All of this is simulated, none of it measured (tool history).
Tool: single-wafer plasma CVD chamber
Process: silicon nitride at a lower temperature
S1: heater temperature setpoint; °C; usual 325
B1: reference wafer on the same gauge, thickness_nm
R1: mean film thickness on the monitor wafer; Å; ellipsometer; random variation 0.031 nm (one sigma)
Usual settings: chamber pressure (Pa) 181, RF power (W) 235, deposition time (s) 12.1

run 1 hour=0.0 | S1=325 chamber_pressure_(Pa)=181 RF_power_(W)=235 deposition_time_(s)=12.1 | B1=10.406 | R1=126.68
run 2 hour=48.3 | S1=325 chamber_pressure_(Pa)=181 RF_power_(W)=235 deposition_time_(s)=12.1 | B1=10.394 | R1=126.85
-- hour=98.2 RF generator calibrated
run 3 hour=155.2 | S1=325 chamber_pressure_(Pa)=181 RF_power_(W)=215 deposition_time_(s)=11.0 | B1=10.401 | R1=105.45
run 4 hour=196.9 | S1=325 chamber_pressure_(Pa)=181 RF_power_(W)=235 deposition_time_(s)=12.1 | B1=10.412 | R1=127.17
run 5 hour=225.7 | S1=325 chamber_pressure_(Pa)=181 RF_power_(W)=235 deposition_time_(s)=12.1 | B1=10.394 | R1=126.68
run 6 hour=285.2 | S1=325 chamber_pressure_(Pa)=205 RF_power_(W)=235 deposition_time_(s)=12.1 | B1=10.401 | R1=132.43
run 7 hour=318.2 | S1=325 chamber_pressure_(Pa)=205 RF_power_(W)=235 deposition_time_(s)=12.1 | B1=10.390 | R1=132.21
run 8 hour=352.9 | S1=325 chamber_pressure_(Pa)=181 RF_power_(W)=210 deposition_time_(s)=12.1 | B1=10.411 | R1=112.82
run 9 hour=388.7 | S1=332 chamber_pressure_(Pa)=181 RF_power_(W)=265 deposition_time_(s)=12.1 | B1=10.410 | R1=141.43
run 10 hour=427.2 | S1=331 chamber_pressure_(Pa)=224 RF_power_(W)=280 deposition_time_(s)=11.0 | B1=10.400 | R1=145.07
run 11 hour=462.1 | S1=325 chamber_pressure_(Pa)=181 RF_power_(W)=215 deposition_time_(s)=12.1 | B1=10.402 | R1=116.21
run 12 hour=494.5 | S1=325 chamber_pressure_(Pa)=201 RF_power_(W)=235 deposition_time_(s)=12.1 | B1=10.406 | R1=131.50
run 13 hour=522.2 | S1=325 chamber_pressure_(Pa)=181 RF_power_(W)=235 deposition_time_(s)=12.1 | B1=10.398 | R1=126.84
run 14 hour=546.7 | S1=325 chamber_pressure_(Pa)=181 RF_power_(W)=235 deposition_time_(s)=13.6 | B1=10.408 | R1=142.54
-- hour=594.8 thermocouple changed; heater temperature recalibrated
run 15 hour=595.3 | S1=310 chamber_pressure_(Pa)=181 RF_power_(W)=190 deposition_time_(s)=10.8 | B1=10.395 | R1=91.21
run 16 hour=612.7 | S1=325 chamber_pressure_(Pa)=160 RF_power_(W)=220 deposition_time_(s)=10.1 | B1=10.394 | R1=94.76
run 17 hour=640.3 | S1=338 chamber_pressure_(Pa)=143 RF_power_(W)=270 deposition_time_(s)=13.2 | B1=10.394 | R1=143.77
run 18 hour=845.6 | S1=317 chamber_pressure_(Pa)=140 RF_power_(W)=190 deposition_time_(s)=9.8 | B1=10.394 | R1=74.99
-- hour=880.1 gauge calibrated
run 19 hour=894.9 | S1=330 chamber_pressure_(Pa)=181 RF_power_(W)=235 deposition_time_(s)=14.4 | B1=10.389 | R1=150.24
run 20 hour=923.4 | S1=325 chamber_pressure_(Pa)=181 RF_power_(W)=235 deposition_time_(s)=13.6 | B1=10.394 | R1=142.86
-- hour=942.4 showerhead replaced
-- hour=948.3 capacitance manometer re-zeroed and calibrated
run 21 hour=972.9 | S1=325 chamber_pressure_(Pa)=181 RF_power_(W)=215 deposition_time_(s)=12.1 | B1=10.415 | R1=113.40
-- hour=1033.8 RF generator calibrated
run 22 hour=1034.7 | S1=325 chamber_pressure_(Pa)=181 RF_power_(W)=210 deposition_time_(s)=12.1 | B1=10.407 | R1=111.50
run 23 hour=1103.3 | S1=319 chamber_pressure_(Pa)=211 RF_power_(W)=195 deposition_time_(s)=10.3 | B1=10.394 | R1=92.15
run 24 hour=1144.2 | S1=325 chamber_pressure_(Pa)=181 RF_power_(W)=235 deposition_time_(s)=12.1 | B1=10.408 | R1=124.06
run 25 hour=1219.3 | S1=325 chamber_pressure_(Pa)=152 RF_power_(W)=235 deposition_time_(s)=12.1 | B1=10.399 | R1=117.05
run 26 hour=1404.8 | S1=325 chamber_pressure_(Pa)=181 RF_power_(W)=235 deposition_time_(s)=12.1 | B1=10.399 | R1=125.68
run 27 hour=1440.1 | S1=325 chamber_pressure_(Pa)=211 RF_power_(W)=235 deposition_time_(s)=12.1 | B1=10.391 | R1=131.92
run 28 hour=1508.7 | S1=330 chamber_pressure_(Pa)=181 RF_power_(W)=235 deposition_time_(s)=9.8 | B1=10.399 | R1=101.69
run 29 hour=1560.4 | S1=325 chamber_pressure_(Pa)=181 RF_power_(W)=235 deposition_time_(s)=12.1 | B1=10.392 | R1=125.61

3 options for the next run, each taken on its own from the tool as it stands now. Forecast them:
run A hour=1560.8 | S1=325 chamber_pressure_(Pa)=137 RF_power_(W)=235 deposition_time_(s)=12.1 | B1=? | R1=?
run B hour=1560.8 | S1=339 chamber_pressure_(Pa)=181 RF_power_(W)=235 deposition_time_(s)=10.6 | B1=? | R1=?
run C hour=1560.8 | S1=325 chamber_pressure_(Pa)=157 RF_power_(W)=265 deposition_time_(s)=12.8 | B1=? | R1=?

run=A B1=10.393 R1=113.40
run=B B1=10.393 R1=109.61
run=C B1=10.393 R1=141.52
Take away the tool's hidden state, keep each run's random variation, and the runs would have read:
run=A R1=111.72
run=B R1=108.12
run=C R1=139.52
